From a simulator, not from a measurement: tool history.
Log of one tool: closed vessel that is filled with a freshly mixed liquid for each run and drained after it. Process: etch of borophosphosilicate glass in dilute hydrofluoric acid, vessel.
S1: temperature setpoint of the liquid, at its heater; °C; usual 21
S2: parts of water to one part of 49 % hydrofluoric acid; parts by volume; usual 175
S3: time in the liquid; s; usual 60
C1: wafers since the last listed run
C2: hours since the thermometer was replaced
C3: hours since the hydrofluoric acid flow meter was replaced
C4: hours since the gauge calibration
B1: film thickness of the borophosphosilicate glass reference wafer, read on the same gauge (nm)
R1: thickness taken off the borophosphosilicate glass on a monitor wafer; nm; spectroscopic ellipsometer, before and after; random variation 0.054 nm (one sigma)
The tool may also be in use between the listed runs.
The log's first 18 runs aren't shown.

run,hour,S1,S2,S3,C1,C2,C3,C4,B1,R1
19,1482.4,21,240,60,6407,300.2,434,2538.8,79.99,12.48
# hour 1539.2: gauge calibrated
20,1637.7,21,210,60,14275,455.5,589.3,98.5,80,14.76
21,1701.3,22.5,175,30,5846,519.1,652.9,162.1,79.98,9.75
22,1778.2,21,125,60,7068,596,729.8,239,80,27.17
23,1839.9,21,175,60,5671,657.7,791.5,300.7,80,18.53
24,1945.1,21,245,60,9670,762.9,896.7,405.9,80,12.39
25,2008.6,21,175,80,5837,826.4,960.2,469.4,80,24.63
26,2196.3,23,175,60,17254,1014.1,1147.9,657.1,79.98,20.18
27,2247.4,21,125,60,4697,1065.2,1199,708.2,79.99,27.58
28,2285.3,24.5,110,90,3483,1103.1,1236.9,746.1,79.99,55.04
29,2386.5,23,175,60,9302,1204.3,1338.1,847.3,79.99,20.2
30,2483.4,21,175,60,8907,1301.2,1435,944.2,80,18.7
31,2548.5,21,175,60,5984,1366.3,1500.1,1009.3,80.02,18.72

Forecast each of these 5 alternatives for the next run:
A,2549.2,17,175,60,64,1367,1500.8,1010,?,?
B,2549.2,22.5,90,35,64,1367,1500.8,1010,?,?
C,2549.2,23,150,45,64,1367,1500.8,1010,?,?
D,2549.2,21,135,30,64,1367,1500.8,1010,?,?
E,2549.2,17,230,60,64,1367,1500.8,1010,?,?

run,B1,R1
A,79.99,16.07
B,79.99,24.86
C,79.99,18.28
D,79.99,12.72
E,79.99,11.64
Without the tool's hidden state the same runs would have given:
run,R1
A,15.42
B,23.9
C,17.54
D,12.22
E,11.16
